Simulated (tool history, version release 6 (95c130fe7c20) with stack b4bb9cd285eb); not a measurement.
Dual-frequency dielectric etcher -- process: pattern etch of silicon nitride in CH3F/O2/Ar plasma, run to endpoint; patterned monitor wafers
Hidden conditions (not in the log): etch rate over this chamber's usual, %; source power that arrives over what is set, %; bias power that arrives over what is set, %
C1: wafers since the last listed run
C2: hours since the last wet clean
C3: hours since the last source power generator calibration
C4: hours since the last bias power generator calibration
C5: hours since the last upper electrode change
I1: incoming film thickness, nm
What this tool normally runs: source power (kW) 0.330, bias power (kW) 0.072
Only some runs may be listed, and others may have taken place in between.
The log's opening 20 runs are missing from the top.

Run 21, day 26.967: usual settings but source power (kW) 0.380, bias power (kW) 0.088; C1 241; C2 366.0; C3 3933.6; C4 4532.7; C5 469.2; I1 26.48. Result: endpoint time (s) 33.9.
Run 22, day 28.108: usual settings but source power (kW) 0.360, bias power (kW) 0.086; C1 387; C2 393.4; C3 3961.0; C4 4560.1; C5 496.6; I1 26.79. Result: endpoint time (s) 36.1.
At day 29.242: source power generator calibrated.
Run 23, day 29.304: usual settings but source power (kW) 0.280, bias power (kW) 0.085; C1 349; C2 422.1; C3 1.5; C4 4588.8; C5 525.3; I1 26.58. Result: endpoint time (s) 45.3.
At day 30.804: wet clean of the chamber.
Run 24, day 30.825: usual settings but source power (kW) 0.400, bias power (kW) 0.062; C1 176; C2 0.5; C3 38.0; C4 4625.3; C5 561.8; I1 26.68. Result: endpoint time (s) 40.9.
Run 25, day 30.929: usual settings but source power (kW) 0.260, bias power (kW) 0.062; C1 35; C2 3.0; C3 40.5; C4 4627.8; C5 564.3; I1 26.54. Result: endpoint time (s) 60.2.
Run 26, day 31.479: usual settings but bias power (kW) 0.085; C1 186; C2 16.2; C3 53.7; C4 4641.0; C5 577.5; I1 26.41. Result: endpoint time (s) 40.7.
At day 32.212: bias power generator calibrated.
Run 27, day 32.954: usual settings but source power (kW) 0.360, bias power (kW) 0.060; C1 444; C2 51.6; C3 89.1; C4 17.8; C5 612.9; I1 26.66. Result: endpoint time (s) 45.3.
Run 28, day 34.304: usual settings but source power (kW) 0.290, bias power (kW) 0.085; C1 458; C2 84.0; C3 121.5; C4 50.2; C5 645.3; I1 26.61. Result: endpoint time (s) 44.6.

Run 29, settings as shown, results not yet in. Your forecast:
Run 29, day 35.742: usual settings; C1 488; C2 118.5; C3 156.0; C4 84.7; C5 679.8; I1 26.76. Result: endpoint time (s) ?.

endpoint time (s): 43.8
With no hidden state in the tool, this same run would have given endpoint time (s) 44.0.

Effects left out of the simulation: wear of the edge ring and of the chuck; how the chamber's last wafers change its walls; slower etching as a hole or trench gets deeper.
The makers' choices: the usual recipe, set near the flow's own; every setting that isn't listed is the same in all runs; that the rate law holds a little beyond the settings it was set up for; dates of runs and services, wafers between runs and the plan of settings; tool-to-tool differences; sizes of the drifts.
